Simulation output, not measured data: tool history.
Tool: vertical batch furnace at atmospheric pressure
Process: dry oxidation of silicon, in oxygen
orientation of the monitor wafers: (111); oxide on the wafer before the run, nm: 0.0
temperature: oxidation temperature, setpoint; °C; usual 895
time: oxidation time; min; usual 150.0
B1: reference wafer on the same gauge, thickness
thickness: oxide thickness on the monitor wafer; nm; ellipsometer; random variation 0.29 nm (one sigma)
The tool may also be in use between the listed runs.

{"run": 1, "day": 0.0, "temperature": 895, "time": 150.0, "B1": 53.12, "thickness": 51.17}
{"run": 2, "day": 4.296, "temperature": 895, "time": 150.0, "B1": 53.13, "thickness": 51.65}
{"run": 3, "day": 7.958, "temperature": 895, "time": 150.0, "B1": 53.08, "thickness": 51.72}
{"run": 4, "day": 12.425, "temperature": 895, "time": 196.5, "B1": 53.1, "thickness": 62.71}
{"run": 5, "day": 14.883, "temperature": 895, "time": 196.5, "B1": 53.1, "thickness": 63.21}
{"run": 6, "day": 17.808, "temperature": 895, "time": 196.5, "B1": 53.1, "thickness": 62.91}
{"run": 7, "day": 19.762, "temperature": 904, "time": 150.0, "B1": 53.1, "thickness": 57.21}
{"day": 23.925, "done": "boat lift adjusted"}
{"run": 8, "day": 23.946, "temperature": 904, "time": 150.0, "B1": 53.11, "thickness": 56.34}
{"run": 9, "day": 27.408, "temperature": 895, "time": 150.0, "B1": 53.13, "thickness": 51.97}
{"run": 10, "day": 34.492, "temperature": 895, "time": 150.0, "B1": 53.11, "thickness": 52.45}
{"day": 35.667, "done": "gauge calibrated"}
{"run": 11, "day": 36.133, "temperature": 903, "time": 172.5, "B1": 53.12, "thickness": 62.33}
{"run": 12, "day": 39.642, "temperature": 895, "time": 122.0, "B1": 53.1, "thickness": 45.17}
{"run": 13, "day": 41.429, "temperature": 895, "time": 150.0, "B1": 53.05, "thickness": 52.04}
{"run": 14, "day": 43.892, "temperature": 886, "time": 82.5, "B1": 53.09, "thickness": 31.34}

Run 15 comes next. What will it give?
{"run": 15, "day": 46.654, "temperature": 895, "time": 150.0, "B1": "?", "thickness": "?"}

Run 15 gave B1 53.09, thickness 52.29 nm.
Without the tool's hidden state the same run would have given thickness 49.68 nm.
